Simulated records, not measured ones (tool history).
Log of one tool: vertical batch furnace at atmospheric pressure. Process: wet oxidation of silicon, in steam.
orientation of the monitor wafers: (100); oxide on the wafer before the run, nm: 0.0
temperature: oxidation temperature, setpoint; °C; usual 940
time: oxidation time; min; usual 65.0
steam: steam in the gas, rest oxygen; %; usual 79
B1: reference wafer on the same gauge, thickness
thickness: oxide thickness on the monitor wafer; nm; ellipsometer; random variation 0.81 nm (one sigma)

run 1 hour=0.0 | temperature=940 time=65.0 steam=79 | B1=194.82 | thickness=208.87
run 2 hour=24.6 | temperature=940 time=65.0 steam=79 | B1=194.72 | thickness=209.01
run 3 hour=53.7 | temperature=940 time=65.0 steam=79 | B1=194.96 | thickness=208.87
run 4 hour=70.8 | temperature=940 time=65.0 steam=79 | B1=194.99 | thickness=208.94
run 5 hour=92.9 | temperature=940 time=65.0 steam=79 | B1=194.95 | thickness=208.92
run 6 hour=114.7 | temperature=940 time=76.5 steam=79 | B1=194.93 | thickness=240.21
run 7 hour=137.0 | temperature=940 time=76.5 steam=79 | B1=195.07 | thickness=239.08
run 8 hour=167.5 | temperature=940 time=76.5 steam=79 | B1=195.26 | thickness=237.97
run 9 hour=196.4 | temperature=940 time=86.5 steam=72 | B1=195.01 | thickness=244.21
run 10 hour=225.4 | temperature=940 time=65.0 steam=79 | B1=194.82 | thickness=208.30
run 11 hour=244.7 | temperature=940 time=65.0 steam=79 | B1=195.09 | thickness=209.11
run 12 hour=263.9 | temperature=940 time=65.0 steam=79 | B1=194.67 | thickness=208.34
run 13 hour=288.6 | temperature=940 time=65.0 steam=79 | B1=195.12 | thickness=207.26
run 14 hour=318.4 | temperature=940 time=65.0 steam=79 | B1=195.03 | thickness=206.90
run 15 hour=346.6 | temperature=940 time=65.0 steam=79 | B1=194.78 | thickness=205.24
run 16 hour=367.3 | temperature=940 time=65.0 steam=79 | B1=194.76 | thickness=207.19
run 17 hour=398.8 | temperature=940 time=65.0 steam=79 | B1=195.17 | thickness=206.64
-- hour=432.9 thermocouples replaced and temperature profile calibrated
run 18 hour=433.4 | temperature=940 time=55.5 steam=88 | B1=195.24 | thickness=198.42
run 19 hour=452.2 | temperature=953 time=65.0 steam=79 | B1=194.98 | thickness=234.85
run 20 hour=465.2 | temperature=925 time=47.5 steam=91 | B1=194.92 | thickness=151.36
run 21 hour=493.1 | temperature=940 time=53.0 steam=79 | B1=194.90 | thickness=173.98
run 22 hour=520.2 | temperature=940 time=65.0 steam=87 | B1=195.08 | thickness=222.25
run 23 hour=555.0 | temperature=953 time=65.0 steam=79 | B1=195.03 | thickness=234.90
-- hour=604.7 steam generator serviced
-- hour=624.6 gauge calibrated
run 24 hour=654.9 | temperature=929 time=65.0 steam=67 | B1=194.95 | thickness=164.02
run 25 hour=668.3 | temperature=955 time=49.0 steam=79 | B1=195.01 | thickness=197.73
run 26 hour=703.4 | temperature=948 time=79.5 steam=75 | B1=195.04 | thickness=260.76
run 27 hour=722.3 | temperature=916 time=42.5 steam=70 | B1=194.88 | thickness=100.75
run 28 hour=751.4 | temperature=949 time=44.0 steam=83 | B1=194.78 | thickness=176.80
run 29 hour=784.0 | temperature=940 time=65.0 steam=79 | B1=195.25 | thickness=211.10
run 30 hour=817.9 | temperature=940 time=54.5 steam=79 | B1=195.29 | thickness=183.17
run 31 hour=843.1 | temperature=940 time=65.0 steam=79 | B1=194.99 | thickness=211.01
run 32 hour=865.8 | temperature=923 time=84.5 steam=88 | B1=195.16 | thickness=242.43
run 33 hour=878.7 | temperature=940 time=65.0 steam=79 | B1=195.02 | thickness=211.13
run 34 hour=894.1 | temperature=922 time=42.5 steam=79 | B1=195.33 | thickness=120.24
run 35 hour=926.6 | temperature=956 time=65.0 steam=69 | B1=195.00 | thickness=222.92
run 36 hour=949.3 | temperature=940 time=65.0 steam=89 | B1=195.06 | thickness=231.52

Hidden state or all else? Some run-to-run changes of thickness, split into what the settings, what came in and random variation would give without the hidden state, and what is left for the hidden state (with any gauge scatter that isn't in both results):
The hidden state here: true tube temperature minus thermocouple reading, K; steam share off its setpoint, % of the setpoint; gauge reads high (%).
Run 19 -> 20: temperature 953 -> 925, time 65.0 -> 47.5, steam 79 -> 91. thickness -83.49 nm: hidden state +2.33, all else -85.82.
Run 21 -> 22: time 53.0 -> 65.0, steam 79 -> 87. thickness +48.27 nm: hidden state -1.79, all else +50.06.
Run 23 -> 24: temperature 953 -> 929, steam 79 -> 67, steam generator serviced, gauge calibrated. thickness -70.88 nm: hidden state +8.54, all else -79.42.
Run 26 -> 27: temperature 948 -> 916, time 79.5 -> 42.5, steam 75 -> 70. thickness -160.01 nm: hidden state +0.57, all else -160.58.
Run 33 -> 34: temperature 940 -> 922, time 65.0 -> 42.5. thickness -90.89 nm: hidden state +0.81, all else -91.70.
Run 34 -> 35: temperature 922 -> 956, time 42.5 -> 65.0, steam 79 -> 69. thickness +102.68 nm: hidden state -1.24, all else +103.92.
